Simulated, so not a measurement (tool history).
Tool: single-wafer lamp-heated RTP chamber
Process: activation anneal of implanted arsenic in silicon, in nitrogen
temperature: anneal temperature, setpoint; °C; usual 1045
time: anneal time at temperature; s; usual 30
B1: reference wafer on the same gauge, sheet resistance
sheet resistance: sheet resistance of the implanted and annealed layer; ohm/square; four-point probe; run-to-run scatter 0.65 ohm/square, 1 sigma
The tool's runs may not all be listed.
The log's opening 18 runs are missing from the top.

{"run": 19, "hour": 1777.0, "temperature": 1068, "time": 39, "B1": 127.93, "sheet resistance": 129.08}
{"run": 20, "hour": 1856.8, "temperature": 1055, "time": 30, "B1": 127.99, "sheet resistance": 135.68}
{"run": 21, "hour": 1930.8, "temperature": 1062, "time": 30, "B1": 128.12, "sheet resistance": 132.86}
{"hour": 1958.1, "done": "reflector plate cleaned"}
{"run": 22, "hour": 2035.5, "temperature": 1053, "time": 30, "B1": 128.05, "sheet resistance": 137.0}
{"run": 23, "hour": 2075.8, "temperature": 1045, "time": 18, "B1": 127.87, "sheet resistance": 146.21}
{"run": 24, "hour": 2115.1, "temperature": 1068, "time": 20, "B1": 127.95, "sheet resistance": 136.69}
{"hour": 2216.9, "done": "pyrometer window cleaned and pyrometer calibrated"}
{"run": 25, "hour": 2336.7, "temperature": 1071, "time": 16, "B1": 128.14, "sheet resistance": 140.39}
{"run": 26, "hour": 2438.0, "temperature": 1017, "time": 24, "B1": 127.97, "sheet resistance": 154.87}
{"run": 27, "hour": 2720.0, "temperature": 1045, "time": 30, "B1": 128.12, "sheet resistance": 138.82}
{"hour": 2748.1, "done": "reflector plate cleaned"}
{"run": 28, "hour": 2826.4, "temperature": 1045, "time": 30, "B1": 127.98, "sheet resistance": 138.32}
{"hour": 2836.4, "done": "pyrometer window cleaned and pyrometer calibrated"}
{"run": 29, "hour": 2911.9, "temperature": 1063, "time": 42, "B1": 127.99, "sheet resistance": 130.17}
{"run": 30, "hour": 2952.9, "temperature": 1045, "time": 30, "B1": 127.99, "sheet resistance": 139.6}
{"run": 31, "hour": 3023.0, "temperature": 1023, "time": 18, "B1": 127.86, "sheet resistance": 158.96}
{"run": 32, "hour": 3114.2, "temperature": 1045, "time": 30, "B1": 128.18, "sheet resistance": 137.65}

Forecast each of these 3 alternatives for the next run:
{"run": "A", "hour": 3114.6, "temperature": 1045, "time": 30, "B1": "?", "sheet resistance": "?"}
{"run": "B", "hour": 3114.6, "temperature": 1045, "time": 13, "B1": "?", "sheet resistance": "?"}
{"run": "C", "hour": 3114.6, "temperature": 1045, "time": 12, "B1": "?", "sheet resistance": "?"}

run=A B1=128.12 sheet_resistance=138.30
run=B B1=128.12 sheet_resistance=152.90
run=C B1=128.12 sheet_resistance=154.62
What these runs would have given with no unlogged condition in the tool:
run=A sheet_resistance=139.85
run=B sheet_resistance=155.39
run=C sheet_resistance=157.20
